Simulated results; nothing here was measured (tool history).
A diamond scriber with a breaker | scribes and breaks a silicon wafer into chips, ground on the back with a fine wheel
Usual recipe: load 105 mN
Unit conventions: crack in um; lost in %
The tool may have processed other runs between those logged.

run     day  load  wafers since the last listed run  hours since the diamond tip was replaced  hours since the load on the tip was calibrated  incoming depth of the damage left on the back of the incoming wafer, um  crack   lost
  1   0.000    89                                 0                                     195.5                                           338.7                                                                     1.54  11.67   6.86
  2   0.458    89                                32                                     206.5                                           349.7                                                                     1.74  11.76   6.38
  3   0.771    80                                21                                     214.0                                           357.2                                                                     2.82  10.77  11.87
  4   1.212    80                                31                                     224.6                                           367.8                                                                     1.73  10.56  12.02
  5   1.904   105                                48                                     241.2                                           384.4                                                                     1.54  13.42   2.39
  6   2.362   105                                32                                     252.2                                           395.4                                                                     2.67  13.64   3.15
  7   2.804    97                                31                                     262.8                                           406.0                                                                     2.79  12.60   4.88
  8   5.025    97                               156                                     316.1                                           459.3                                                                     1.60  12.51   4.81
  9   5.654   105                                44                                     331.2                                           474.4                                                                     2.10  13.43   2.99
 10   6.338   105                                48                                     347.6                                           490.8                                                                     2.13  13.21   2.99
 11   7.017   105                                47                                     363.9                                           507.1                                                                     2.97  12.79   4.07
 12   7.288   119                                19                                     370.4                                           513.6                                                                     2.13  14.31   2.71
 13   8.017   119                                51                                     387.9                                           531.1                                                                     1.87  14.30   2.74
      8.271  -- diamond tip replaced by a new one
 14   8.467   119                                25                                       4.7                                           541.9                                                                     1.79  14.51   2.39
 15   9.129   126                                46                                      20.6                                           557.8                                                                     2.19  15.05   3.27
 16   9.400   126                                19                                      27.1                                           564.3                                                                     1.96  14.72   3.28
 17   9.950   105                                38                                      40.3                                           577.5                                                                     2.45  12.78   3.80
 18  10.429    85                                33                                      51.8                                           589.0                                                                     2.14  10.65  11.86
 19  10.858    75                                30                                      62.1                                           599.3                                                                     2.74   9.45  22.32
 20  11.271   105                                29                                      72.0                                           609.2                                                                     2.90  12.65   4.67
 21  11.662   114                                27                                      81.4                                           618.6                                                                     2.77  13.57   3.75
 22  12.238    90                                40                                      95.2                                           632.4                                                                     1.72  10.95  10.06
 23  12.646   105                                28                                     105.0                                           642.2                                                                     2.53  12.83   4.76
 24  13.304   136                                46                                     120.8                                           658.0                                                                     1.92  15.20   3.53
 25  14.021   105                                50                                     138.0                                           675.2                                                                     2.86  12.30   5.99
 26  14.358    82                                23                                     146.1                                           683.3                                                                     2.34  10.09  18.00
 27  15.079    79                                50                                     163.4                                           700.6                                                                     2.17   9.53  23.31
 28  15.462   105                                26                                     172.6                                           709.8                                                                     2.80  12.23   6.55
     15.683  -- load on the tip recalibrated
 29  16.000    76                                31                                     185.5                                             7.6                                                                     1.60  10.76  10.23
 30  16.529   132                                37                                     198.2                                            20.3                                                                     1.92  17.47   7.00
 31  16.783   105                                17                                     204.3                                            26.4                                                                     1.92  14.06   2.64
 32  17.312    83                                37                                     217.0                                            39.1                                                                     2.14  11.64   7.62
 33  17.708    94                                27                                     226.5                                            48.6                                                                     2.77  12.71   4.03
 34  18.012   105                                21                                     233.8                                            55.9                                                                     2.44  14.19   2.73
 35  19.608   124                               112                                     272.1                                            94.2                                                                     1.65  16.26   5.54

The same runs without the tool's hidden state, with the same run-to-run variation:
What the log doesn't record here: share of the diamond tip's cutting effectiveness lost through wear, %; deviation of the load on the tip from its setpoint, %.
run  crack   lost
  1  12.02   5.59
  2  12.14   5.13
  3  11.13   9.94
  4  10.94   9.82
  5  13.94   2.21
  6  14.21   2.86
  7  13.16   3.80
  8  13.25   3.29
  9  14.28   2.48
 10  14.11   2.42
 11  13.73   3.23
 12  15.39   3.86
 13  15.47   4.03
 14  15.75   3.56
 15  16.43   5.63
 16  16.10   5.80
 17  14.05   2.61
 18  11.75   6.59
 19  10.47  14.22
 20  14.07   3.02
 21  15.14   3.88
 22  12.29   4.70
 23  14.46   2.79
 24  17.25   8.24
 25  14.06   3.26
 26  11.58   8.75
 27  11.02  11.53
 28  14.22   3.21
 29  10.62  11.00
 30  17.24   6.42
 31  13.87   2.63
 32  11.49   8.28
 33  12.55   4.34
 34  14.02   2.73
 35  16.09   5.13
